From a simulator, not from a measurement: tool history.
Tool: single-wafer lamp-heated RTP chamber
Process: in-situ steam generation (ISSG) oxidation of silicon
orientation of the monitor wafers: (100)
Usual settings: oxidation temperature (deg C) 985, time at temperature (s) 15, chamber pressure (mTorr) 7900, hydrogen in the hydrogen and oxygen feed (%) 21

run    hour  oxidation temperature (deg C)  time at temperature (s)  chamber pressure (mTorr)  hydrogen in the hydrogen and oxygen feed (%)  read-back reference wafer on the same gauge, thickness  oxide thickness on the monitor wafer (angstrom)
  1     0.0                            985                       15                      7900                                            21                                                   3.362                                            40.09
  2    57.6                            985                       15                      7900                                            21                                                   3.361                                            40.29
  3   134.4                            985                       15                      7900                                            21                                                   3.361                                            40.32
      172.6  -- pyrometer window cleaned and pyrometer calibrated
  4   176.1                            985                       15                      7900                                            21                                                   3.358                                            40.18
  5   247.0                            985                       19                      7900                                            21                                                   3.361                                            44.63
  6   283.6                            985                       19                      7900                                            21                                                   3.358                                            44.37
  7   320.2                            985                       19                      7900                                            21                                                   3.362                                            44.09
  8   403.8                            985                       15                      7900                                            21                                                   3.361                                            40.10
  9   465.5                            985                       15                      7900                                            21                                                   3.360                                            40.17
 10   579.0                            985                       15                      7900                                            21                                                   3.360                                            40.39
 11   622.2                            997                       15                      7900                                            21                                                   3.360                                            42.10
      640.0  -- gauge calibrated
 12   703.6                            997                       15                      7900                                            21                                                   3.358                                            42.40
      768.7  -- pyrometer window cleaned and pyrometer calibrated
 13   810.0                            985                       15                      7900                                            29                                                   3.359                                            43.25
 14   897.4                            967                       17                      6900                                            14                                                   3.358                                            35.96
      918.3  -- hydrogen flow controller replaced
 15   966.5                            985                       15                      7900                                            21                                                   3.360                                            40.21
 16  1052.8                            985                       15                      8400                                            16                                                   3.361                                            37.67
 17  1096.2                            985                       15                      7900                                            21                                                   3.360                                            40.15
 18  1187.1                            985                       18                      7900                                            21                                                   3.363                                            43.84
     1269.8  -- pressure gauge zeroed
 19  1303.7                            985                       20                      7900                                            21                                                   3.359                                            46.33
 20  1360.6                            985                       15                      7900                                            21                                                   3.362                                            40.96
     1383.5  -- pyrometer window cleaned and pyrometer calibrated
 21  1420.6                            975                       12                      9100                                            21                                                   3.358                                            35.17
 22  1483.2                            985                       15                      7900                                            21                                                   3.363                                            40.16
 23  1675.2                            985                       13                      7900                                            18                                                   3.360                                            36.22
 24  1777.4                            985                       15                      7900                                            21                                                   3.361                                            40.32
 25  1834.1                            985                       11                      8700                                            21                                                   3.358                                            35.67
 26  1879.4                            994                       15                      7900                                            15                                                   3.360                                            38.59
 27  1930.9                            979                       13                      7900                                            21                                                   3.362                                            37.49

Forecast each of these 4 alternatives for the next run:
  A  1931.3                            985                       15                      7900                                            18                                                       ?                                                ?
  B  1931.3                            993                       15                      7900                                            28                                                       ?                                                ?
  C  1931.3                            985                       15                      7900                                            26                                                       ?                                                ?
  D  1931.3                            979                       19                      9100                                            26                                                       ?                                                ?

run  read-back reference wafer on the same gauge, thickness  oxide thickness on the monitor wafer (angstrom)
  A                                                   3.362                                            38.99
  B                                                   3.362                                            44.86
  C                                                   3.362                                            42.73
  D                                                   3.362                                            45.72
Without the tool's hidden state the same runs would have given:
run  oxide thickness on the monitor wafer (angstrom)
  A                                            38.18
  B                                            43.87
  C                                            41.84
  D                                            44.73
